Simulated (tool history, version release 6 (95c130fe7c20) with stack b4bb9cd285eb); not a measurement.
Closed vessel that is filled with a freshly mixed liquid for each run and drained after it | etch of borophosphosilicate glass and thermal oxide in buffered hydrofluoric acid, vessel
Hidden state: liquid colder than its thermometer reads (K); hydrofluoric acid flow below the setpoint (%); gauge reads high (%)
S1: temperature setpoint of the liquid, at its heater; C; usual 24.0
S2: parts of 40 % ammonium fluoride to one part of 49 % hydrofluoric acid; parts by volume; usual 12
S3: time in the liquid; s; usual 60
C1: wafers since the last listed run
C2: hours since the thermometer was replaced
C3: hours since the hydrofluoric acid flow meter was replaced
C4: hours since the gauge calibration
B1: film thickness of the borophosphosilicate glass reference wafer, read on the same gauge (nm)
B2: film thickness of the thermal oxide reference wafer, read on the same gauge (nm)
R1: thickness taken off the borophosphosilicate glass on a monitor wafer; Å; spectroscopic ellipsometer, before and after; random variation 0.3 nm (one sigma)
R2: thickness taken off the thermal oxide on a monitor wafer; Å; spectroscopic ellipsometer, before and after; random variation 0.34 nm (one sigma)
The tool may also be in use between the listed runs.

| run | hour | S1 | S2 | S3 | C1 | C2 | C3 | C4 | B1 | B2 | R1 | R2 |
|---|---|---|---|---|---|---|---|---|---|---|---|---|
| 1 | 0.0 | 24.0 | 12 | 60 | 0 | 189.7 | 273.6 | 654.4 | 49.99 | 119.98 | 599.3 | 503.2 |
| 2 | 65.5 | 24.0 | 12 | 70 | 8358 | 255.2 | 339.1 | 719.9 | 50.00 | 120.01 | 697.9 | 582.6 |
| 3 | 162.4 | 24.0 | 12 | 60 | 12365 | 352.1 | 436.0 | 816.8 | 50.00 | 120.01 | 595.7 | 499.7 |
| 4 | 224.9 | 24.0 | 12 | 60 | 7975 | 414.6 | 498.5 | 879.3 | 50.00 | 120.00 | 598.2 | 505.0 |
| 5 | 287.9 | 24.0 | 12 | 60 | 8039 | 477.6 | 561.5 | 942.3 | 50.01 | 120.00 | 593.6 | 503.2 |
| 6 | 344.1 | 24.0 | 12 | 60 | 7171 | 533.8 | 617.7 | 998.5 | 50.02 | 119.99 | 593.2 | 496.1 |
| 7 | 451.4 | 24.0 | 12 | 60 | 13692 | 641.1 | 725.0 | 1105.8 | 49.98 | 119.98 | 590.3 | 501.5 |
|  | 454.7 | hydrofluoric acid flow meter replaced |
| 8 | 543.6 | 24.0 | 12 | 60 | 11638 | 733.3 | 88.9 | 1198.0 | 50.01 | 120.00 | 605.6 | 508.4 |
| 9 | 593.1 | 24.0 | 9 | 60 | 6316 | 782.8 | 138.4 | 1247.5 | 50.02 | 120.01 | 769.4 | 648.8 |
| 10 | 698.5 | 24.0 | 9 | 60 | 13450 | 888.2 | 243.8 | 1352.9 | 50.01 | 120.03 | 772.1 | 649.0 |
| 11 | 772.7 | 22.5 | 14 | 60 | 9468 | 962.4 | 318.0 | 1427.1 | 50.02 | 119.98 | 473.1 | 399.8 |
| 12 | 816.7 | 22.0 | 9 | 95 | 5614 | 1006.4 | 362.0 | 1471.1 | 49.99 | 119.98 | 1095.4 | 921.7 |

The next listed run, before its measurement:
|  | 821.4 | gauge calibrated |
|  | 878.5 | thermometer replaced |
| 13 | 889.9 | 27.0 | 10 | 60 | 9213 | 11.4 | 435.2 | 68.5 | ? | ? | ? | ? |

B1: 49.99
B2: 119.99
R1: 837.7 Å
R2: 702.8 Å
Without the tool's hidden state the same run would have given R1 851.8 Å, R2 714.5 Å.

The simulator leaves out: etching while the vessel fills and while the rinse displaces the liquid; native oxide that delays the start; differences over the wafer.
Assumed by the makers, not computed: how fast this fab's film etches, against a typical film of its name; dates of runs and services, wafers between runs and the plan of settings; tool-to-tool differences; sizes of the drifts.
